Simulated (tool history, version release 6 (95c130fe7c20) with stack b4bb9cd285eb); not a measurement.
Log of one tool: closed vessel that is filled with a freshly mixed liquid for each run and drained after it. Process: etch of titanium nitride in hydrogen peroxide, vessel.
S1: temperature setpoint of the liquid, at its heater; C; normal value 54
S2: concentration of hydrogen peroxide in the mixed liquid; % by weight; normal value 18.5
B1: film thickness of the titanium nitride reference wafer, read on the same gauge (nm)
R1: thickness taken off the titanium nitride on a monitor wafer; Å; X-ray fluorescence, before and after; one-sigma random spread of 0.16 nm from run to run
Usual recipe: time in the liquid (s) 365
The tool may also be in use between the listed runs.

{"run": 1, "hour": 0.0, "S1": 60.5, "S2": 18.5, "time in the liquid (s)": 365, "B1": 59.99, "R1": 246.6}
{"run": 2, "hour": 70.1, "S1": 60.5, "S2": 18.5, "time in the liquid (s)": 365, "B1": 60.02, "R1": 244.5}
{"run": 3, "hour": 115.4, "S1": 60.5, "S2": 18.5, "time in the liquid (s)": 365, "B1": 59.98, "R1": 247.2}
{"run": 4, "hour": 179.9, "S1": 54, "S2": 18.5, "time in the liquid (s)": 365, "B1": 59.98, "R1": 154.8}
{"run": 5, "hour": 217.9, "S1": 54, "S2": 18.5, "time in the liquid (s)": 365, "B1": 59.98, "R1": 156.1}
{"run": 6, "hour": 265.5, "S1": 54, "S2": 18.5, "time in the liquid (s)": 365, "B1": 59.96, "R1": 154.5}
{"run": 7, "hour": 316.3, "S1": 54, "S2": 18.5, "time in the liquid (s)": 365, "B1": 60.03, "R1": 154.2}
{"run": 8, "hour": 372.4, "S1": 54, "S2": 18.5, "time in the liquid (s)": 365, "B1": 59.98, "R1": 157.7}
{"hour": 377.0, "done": "peroxide flow meter replaced"}
{"run": 9, "hour": 399.0, "S1": 54, "S2": 18.5, "time in the liquid (s)": 365, "B1": 59.97, "R1": 156.7}
{"hour": 433.5, "done": "gauge calibrated"}
{"run": 10, "hour": 467.8, "S1": 54, "S2": 18.5, "time in the liquid (s)": 365, "B1": 60, "R1": 157.2}
{"run": 11, "hour": 539.4, "S1": 54, "S2": 18.5, "time in the liquid (s)": 365, "B1": 59.97, "R1": 153.2}
{"run": 12, "hour": 599.3, "S1": 54, "S2": 18.5, "time in the liquid (s)": 365, "B1": 59.93, "R1": 150.3}
{"run": 13, "hour": 720.5, "S1": 51, "S2": 16.5, "time in the liquid (s)": 270, "B1": 60.02, "R1": 89.7}
{"run": 14, "hour": 777.5, "S1": 54, "S2": 18.5, "time in the liquid (s)": 365, "B1": 60.02, "R1": 149.5}
{"run": 15, "hour": 806.6, "S1": 54, "S2": 18.5, "time in the liquid (s)": 250, "B1": 59.97, "R1": 103}
{"run": 16, "hour": 871.1, "S1": 49, "S2": 15.5, "time in the liquid (s)": 285, "B1": 60.06, "R1": 77.5}
{"run": 17, "hour": 908.4, "S1": 54, "S2": 18.5, "time in the liquid (s)": 365, "B1": 59.99, "R1": 148.5}
{"hour": 920.9, "done": "new drum of peroxide connected"}
{"hour": 938.2, "done": "thermometer replaced"}
{"run": 18, "hour": 1069.9, "S1": 54, "S2": 18.5, "time in the liquid (s)": 365, "B1": 60.01, "R1": 170.7}
{"run": 19, "hour": 1099.2, "S1": 54, "S2": 18.5, "time in the liquid (s)": 365, "B1": 60.04, "R1": 172.5}
{"run": 20, "hour": 1156.7, "S1": 64, "S2": 18.5, "time in the liquid (s)": 480, "B1": 59.94, "R1": 441.1}
{"run": 21, "hour": 1184.8, "S1": 54, "S2": 23.5, "time in the liquid (s)": 195, "B1": 59.95, "R1": 96.3}
{"run": 22, "hour": 1239.8, "S1": 60.5, "S2": 18.5, "time in the liquid (s)": 365, "B1": 60.01, "R1": 265.2}
{"run": 23, "hour": 1273.7, "S1": 58, "S2": 16, "time in the liquid (s)": 365, "B1": 60.02, "R1": 214.9}

Estimate the outcome of run 24 from the log above:
{"run": 24, "hour": 1313.6, "S1": 54, "S2": 18.5, "time in the liquid (s)": 510, "B1": "?", "R1": "?"}

B1: 59.99
R1: 232.6 Å
With the hidden condition absent and the run-to-run variation left alone, this run would have shown R1 239.9 Å.
